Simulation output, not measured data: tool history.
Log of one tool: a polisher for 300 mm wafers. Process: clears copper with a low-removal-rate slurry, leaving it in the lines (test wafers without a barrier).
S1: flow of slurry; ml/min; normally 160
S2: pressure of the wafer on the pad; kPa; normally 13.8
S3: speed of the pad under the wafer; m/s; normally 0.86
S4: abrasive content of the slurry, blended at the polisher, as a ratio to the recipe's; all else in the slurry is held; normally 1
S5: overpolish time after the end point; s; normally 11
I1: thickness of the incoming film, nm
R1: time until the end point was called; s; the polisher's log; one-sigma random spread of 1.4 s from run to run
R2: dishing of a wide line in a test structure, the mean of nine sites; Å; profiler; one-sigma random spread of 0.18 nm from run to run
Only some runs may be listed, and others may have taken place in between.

run	day	S1	S2	S3	S4	S5	I1	R1	R2
1	0	160	13.8	0.86	1	11	231.9	165.6	112
2	4.246	160	13.8	0.86	1	11	225.8	159.2	112
3	4.958	160	13.8	0.86	1	11	229.7	163.4	110
4	6.383	160	13.8	0.86	1	11	225.9	166.2	111
5	7.004	160	13.8	0.86	1	11	232.3	168.9	108
6	8.338	160	13.8	0.86	0.85	11	230.6	176.5	101
7	9.383	160	13.8	0.86	0.85	11	233.1	168.8	112
8	9.942	160	13.8	0.86	0.85	11	228.3	165.6	109
9	11.25	160	13.8	0.86	1	11	230.1	164.5	107
10	12.008	160	13.8	0.86	1	11	230	166.2	108
11	13.058	160	17.2	0.98	1	7	229.2	122.3	95
12	14.25	160	13.8	0.86	1	11	230.3	174.2	107
13	17.496	130	13.8	0.86	1	6	231.2	179.7	57
14	21.292	160	13.8	0.86	1	11	228.9	166.6	111
15	22.233	185	13.8	1.04	1.1	11	232.3	140.9	124
16	23.708	195	13.8	0.86	1	17	226.9	152	176
17	24.742	160	13.8	0.6	1.25	11	235	196.8	97
18	27.062	160	13.8	0.86	1	11	230.3	168.8	109
19	27.662	125	15.2	0.86	0.9	11	227	163.5	108

The log once held 7 entries between its listed runs, left out of this copy. Where does each go, and what is different about the tool's unlogged condition between the listed run before it and the listed run after it?
Between runs 1 and 2: worn pad replaced by a new one (day 0.95)
  removal rate lost through wear of the pad, %: 9.35 -> 7.38; abrasive missing from the slurry, %: 3.28 -> 10.6
  difference, measured minus the result without the unlogged condition, R1: +16.6 -> +15.4 s; R2: -11 -> -11 Å
Between runs 6 and 7: worn pad replaced by a new one (day 8.538)
  removal rate lost through wear of the pad, %: 9.37 -> 3; abrasive missing from the slurry, %: 17.7 -> 19.5
  difference, measured minus the result without the unlogged condition, R1: +23.2 -> +12.6 s; R2: -15 -> -8 Å
Between runs 12 and 13: slurry nozzle cleaned (day 14.471); head pressure recalibrated (day 15.846); worn pad replaced by a new one (day 15.946)
  removal rate lost through wear of the pad, %: 8.67 -> 5.38; abrasive missing from the slurry, %: 27.9 -> 33.5
  difference, measured minus the result without the unlogged condition, R1: +26.2 -> +24.2 s; R2: -18 -> -9 Å
Between runs 13 and 14: slurry blender recalibrated (day 18.025)
  removal rate lost through wear of the pad, %: 5.38 -> 9.28; abrasive missing from the slurry, %: 33.5 -> 13.1
  difference, measured minus the result without the unlogged condition, R1: +24.2 -> +20.1 s; R2: -9 -> -14 Å
Between runs 15 and 16: worn pad replaced by a new one (day 22.425)
  removal rate lost through wear of the pad, %: 9.62 -> 4.46; abrasive missing from the slurry, %: 14.7 -> 17.3
  difference, measured minus the result without the unlogged condition, R1: +18 -> +12.7 s; R2: -17 -> -15 Å

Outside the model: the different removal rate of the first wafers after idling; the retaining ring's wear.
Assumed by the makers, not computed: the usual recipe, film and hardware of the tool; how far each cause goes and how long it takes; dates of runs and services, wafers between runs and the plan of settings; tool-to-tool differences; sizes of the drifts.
